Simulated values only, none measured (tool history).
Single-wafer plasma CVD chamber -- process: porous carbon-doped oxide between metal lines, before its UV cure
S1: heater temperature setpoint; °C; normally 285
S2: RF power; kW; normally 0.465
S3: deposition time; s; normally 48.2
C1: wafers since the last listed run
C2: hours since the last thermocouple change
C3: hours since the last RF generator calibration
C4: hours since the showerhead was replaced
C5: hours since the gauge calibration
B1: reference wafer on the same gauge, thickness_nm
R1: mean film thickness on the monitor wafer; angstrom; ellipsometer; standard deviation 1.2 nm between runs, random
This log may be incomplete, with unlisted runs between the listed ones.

Run 1, day 0: usual settings; C1 0; C2 2063.7; C3 906; C4 7148.8; C5 173.6; B1 274.286. Result: R1 2377.24 angstrom.
Run 2, day 0.488: usual settings; C1 322; C2 2075.4; C3 917.7; C4 7160.5; C5 185.3; B1 273.975. Result: R1 2372.45 angstrom.
Run 3, day 1.083: usual settings; C1 394; C2 2089.7; C3 932; C4 7174.8; C5 199.6; B1 274.013. Result: R1 2418.06 angstrom.
Run 4, day 1.712: usual settings; C1 416; C2 2104.8; C3 947.1; C4 7189.9; C5 214.7; B1 273.949. Result: R1 2378.95 angstrom.
Run 5, day 2.104: usual settings; C1 259; C2 2114.2; C3 956.5; C4 7199.3; C5 224.1; B1 273.861. Result: R1 2379.26 angstrom.
Run 6, day 2.688: usual settings; C1 385; C2 2128.2; C3 970.5; C4 7213.3; C5 238.1; B1 274.488. Result: R1 2385.82 angstrom.
Run 7, day 2.942: usual settings; C1 168; C2 2134.3; C3 976.6; C4 7219.4; C5 244.2; B1 274.222. Result: R1 2393.26 angstrom.
Run 8, day 3.517: usual settings; C1 380; C2 2148.1; C3 990.4; C4 7233.2; C5 258; B1 274.061. Result: R1 2382.43 angstrom.
At day 4.558: thermocouple changed; heater temperature recalibrated.
At day 4.838: showerhead replaced, of another model than before.
At day 5.579: RF generator calibrated.
Run 9, day 5.6: usual settings; C1 752; C2 25; C3 0.5; C4 18.3; C5 308; B1 274.434. Result: R1 2511.94 angstrom.
Run 10, day 5.988: usual settings; C1 256; C2 34.3; C3 9.8; C4 27.6; C5 317.3; B1 274.135. Result: R1 2541.17 angstrom.
Run 11, day 6.912: usual settings; C1 611; C2 56.5; C3 32; C4 49.8; C5 339.5; B1 274.289. Result: R1 2519.67 angstrom.
At day 7.125: gauge calibrated.
Run 12, day 7.571: usual settings; C1 435; C2 72.3; C3 47.8; C4 65.6; C5 10.7; B1 274.124. Result: R1 2504.55 angstrom.
Run 13, day 8.196: usual settings but S1 274 °C, S3 57.7 s; C1 413; C2 87.3; C3 62.8; C4 80.6; C5 25.7; B1 274.515. Result: R1 3190.22 angstrom.
Run 14, day 8.729: usual settings; C1 352; C2 100.1; C3 75.6; C4 93.4; C5 38.5; B1 274.457. Result: R1 2505.74 angstrom.
Run 15, day 9.071: usual settings but S3 42.8 s; C1 226; C2 108.3; C3 83.8; C4 101.6; C5 46.7; B1 274.259. Result: R1 2231.33 angstrom.
Run 16, day 9.667: usual settings but S1 300 °C; C1 394; C2 122.6; C3 98.1; C4 115.9; C5 61; B1 274.095. Result: R1 2336.15 angstrom.
Run 17, day 9.917: usual settings but S1 290 °C, S2 0.545 kW; C1 165; C2 128.6; C3 104.1; C4 121.9; C5 67; B1 274.062. Result: R1 2667.51 angstrom.
Run 18, day 10.267: usual settings but S2 0.425 kW, S3 54.2 s; C1 231; C2 137; C3 112.5; C4 130.3; C5 75.4; B1 273.936. Result: R1 2694.2 angstrom.
Run 19, day 10.867: usual settings; C1 396; C2 151.4; C3 126.9; C4 144.7; C5 89.8; B1 273.749. Result: R1 2502.83 angstrom.
Run 20, day 11.404: usual settings; C1 355; C2 164.3; C3 139.8; C4 157.6; C5 102.7; B1 273.923. Result: R1 2514.54 angstrom.
Run 21, day 12.133: usual settings but S1 291 °C, S2 0.54 kW; C1 482; C2 181.8; C3 157.3; C4 175.1; C5 120.2; B1 274.519. Result: R1 2644.86 angstrom.
Run 22, day 12.808: usual settings but S1 271 °C, S2 0.415 kW, S3 54.8 s; C1 446; C2 198; C3 173.5; C4 191.3; C5 136.4; B1 274.142. Result: R1 2882.26 angstrom.
Run 23, day 13.554: usual settings but S1 272 °C, S2 0.39 kW, S3 54.7 s; C1 493; C2 215.9; C3 191.4; C4 209.2; C5 154.3; B1 274.084. Result: R1 2776.3 angstrom.
Run 24, day 13.854: usual settings but S1 277 °C; C1 198; C2 223.1; C3 198.6; C4 216.4; C5 161.5; B1 274.222. Result: R1 2611.06 angstrom.
Run 25, day 14.417: usual settings; C1 372; C2 236.6; C3 212.1; C4 229.9; C5 175; B1 273.882. Result: R1 2513.52 angstrom.

Below are 3 alternative next runs, each starting from the tool's condition after run 25. Predict each:
Run A, day 14.433: usual settings; C1 11; C2 237; C3 212.5; C4 230.3; C5 175.4; B1 ?. Result: R1 ?.
Run B, day 14.433: usual settings but S3 55.7 s; C1 11; C2 237; C3 212.5; C4 230.3; C5 175.4; B1 ?. Result: R1 ?.
Run C, day 14.433: usual settings but S1 272 °C, S2 0.395 kW, S3 44.7 s; C1 11; C2 237; C3 212.5; C4 230.3; C5 175.4; B1 ?. Result: R1 ?.

run       B1       R1
  A  274.155  2507.27
  B  274.155  2889.05
  C  274.155   2291.6
The same runs, with their run-to-run variation unchanged, on a tool lacking any hidden condition would have given:
run       R1
  A  2530.92
  B   2916.3
  C  2316.47

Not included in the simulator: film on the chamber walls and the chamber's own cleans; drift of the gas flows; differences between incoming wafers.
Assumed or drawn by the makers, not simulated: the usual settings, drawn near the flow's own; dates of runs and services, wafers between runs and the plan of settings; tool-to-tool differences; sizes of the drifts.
